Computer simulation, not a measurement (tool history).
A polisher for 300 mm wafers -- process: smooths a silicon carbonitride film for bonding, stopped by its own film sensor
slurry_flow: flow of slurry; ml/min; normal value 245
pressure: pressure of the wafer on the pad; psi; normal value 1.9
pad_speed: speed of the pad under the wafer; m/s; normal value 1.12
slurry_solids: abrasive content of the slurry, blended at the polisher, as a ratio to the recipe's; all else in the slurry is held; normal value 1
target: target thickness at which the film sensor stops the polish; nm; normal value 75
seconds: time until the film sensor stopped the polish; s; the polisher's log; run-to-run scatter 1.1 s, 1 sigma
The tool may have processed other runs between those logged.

| run | hour | slurry_flow | pressure | pad_speed | slurry_solids | target | wafers since the last listed run | wafers polished on this pad | hours since the slurry nozzle was cleaned | hours since the head pressure was calibrated | hours since the slurry blender was calibrated | incoming thickness of the incoming film, nm | seconds |
|---|---|---|---|---|---|---|---|---|---|---|---|---|---|
| 1 | 0 | 245 | 1.9 | 1 | 1 | 75 | 0 | 2462 | 854 | 1003.6 | 339.4 | 99.7 | 106.4 |
|  | 11.9 | slurry nozzle cleaned |
| 2 | 101.9 | 245 | 1.9 | 0.8 | 1 | 75 | 560 | 3023 | 90 | 1105.5 | 441.3 | 99.4 | 112.8 |
|  | 112.5 | slurry blender recalibrated |
|  | 125.4 | worn pad replaced by a new one |
| 3 | 165.5 | 245 | 1.9 | 0.8 | 1 | 75 | 319 | 222 | 153.6 | 1169.1 | 53 | 100.7 | 114.1 |
|  | 276.6 | head pressure recalibrated |
| 4 | 379.9 | 245 | 1.9 | 0.8 | 1 | 75 | 1179 | 1401 | 368 | 103.3 | 267.4 | 100.4 | 123.4 |
| 5 | 443.6 | 245 | 1.9 | 1.12 | 1 | 75 | 353 | 1755 | 431.7 | 167 | 331.1 | 99.6 | 101.8 |
| 6 | 503.5 | 285 | 1.9 | 1.12 | 0.9 | 75 | 332 | 2087 | 491.6 | 226.9 | 391 | 99.8 | 108.8 |
|  | 552.6 | worn pad replaced by a new one |
|  | 568.5 | slurry blender recalibrated |
| 7 | 571.8 | 285 | 1.9 | 1.12 | 0.9 | 75 | 345 | 95 | 559.9 | 295.2 | 3.3 | 98.3 | 85.1 |
| 8 | 635.6 | 285 | 1.9 | 1.12 | 0.9 | 75 | 354 | 449 | 623.7 | 359 | 67.1 | 99.6 | 90.7 |
| 9 | 704.7 | 245 | 1.9 | 1.12 | 1.2 | 78 | 383 | 833 | 692.8 | 428.1 | 136.2 | 99.9 | 74.3 |
|  | 725 | slurry nozzle cleaned |
| 10 | 810.5 | 245 | 1.9 | 1.12 | 1 | 75 | 581 | 1414 | 85.5 | 533.9 | 242 | 100.3 | 89.7 |
| 11 | 917 | 245 | 1.9 | 1.12 | 1 | 75 | 591 | 2006 | 192 | 640.4 | 348.5 | 98.2 | 89.2 |
| 12 | 1027.6 | 245 | 1.9 | 1.12 | 1 | 75 | 614 | 2620 | 302.6 | 751 | 459.1 | 101.3 | 107.1 |
|  | 1035.6 | slurry blender recalibrated |
|  | 1048.8 | worn pad replaced by a new one |
| 13 | 1093 | 245 | 1.9 | 1.12 | 1 | 75 | 329 | 245 | 368 | 816.4 | 57.4 | 100.1 | 88 |
| 14 | 1158.4 | 245 | 1.9 | 0.88 | 1 | 75 | 363 | 608 | 433.4 | 881.8 | 122.8 | 99.3 | 102.3 |
| 15 | 1202.2 | 245 | 1.9 | 0.88 | 1 | 75 | 243 | 851 | 477.2 | 925.6 | 166.6 | 99.9 | 107 |
| 16 | 1263.2 | 245 | 1.9 | 1.46 | 1.15 | 75 | 338 | 1190 | 538.2 | 986.6 | 227.6 | 100 | 72.5 |
| 17 | 1347.3 | 245 | 1.4 | 1.42 | 0.85 | 70 | 466 | 1657 | 622.3 | 1070.7 | 311.7 | 98.6 | 134.3 |
| 18 | 1449.7 | 245 | 1.9 | 1.12 | 1 | 75 | 568 | 2225 | 724.7 | 1173.1 | 414.1 | 98.2 | 95.2 |
| 19 | 1504.5 | 245 | 1.9 | 1.12 | 0.75 | 84 | 304 | 2529 | 779.5 | 1227.9 | 468.9 | 101.5 | 86.3 |
|  | 1527.4 | slurry nozzle cleaned |
|  | 1533.1 | worn pad replaced by a new one |
| 20 | 1541 | 245 | 1.9 | 1.12 | 1 | 75 | 174 | 43 | 13.6 | 1264.4 | 505.4 | 99.4 | 93.4 |
|  | 1587.3 | slurry blender recalibrated |
| 21 | 1627.9 | 245 | 1.6 | 1.4 | 1.15 | 75 | 471 | 515 | 100.5 | 1351.3 | 40.6 | 101 | 80.1 |
|  | 1654.3 | head pressure recalibrated |
| 22 | 1703.2 | 220 | 1.9 | 0.9 | 1 | 75 | 406 | 922 | 175.8 | 48.9 | 115.9 | 101.3 | 104.6 |
| 23 | 2000.5 | 320 | 1.9 | 1.12 | 1 | 67 | 1650 | 2572 | 473.1 | 346.2 | 413.2 | 101 | 129.4 |

Run 24 is up next; what results do you expect?
| 24 | 2039.9 | 245 | 1.9 | 1.12 | 1.2 | 67 | 218 | 2791 | 512.5 | 385.6 | 452.6 | 98.8 | ? |

{"run 24": {"seconds": 112.5}}
Were there no unlogged condition in the tool, this run, its random variation unchanged, would have produced seconds 91.7 s.

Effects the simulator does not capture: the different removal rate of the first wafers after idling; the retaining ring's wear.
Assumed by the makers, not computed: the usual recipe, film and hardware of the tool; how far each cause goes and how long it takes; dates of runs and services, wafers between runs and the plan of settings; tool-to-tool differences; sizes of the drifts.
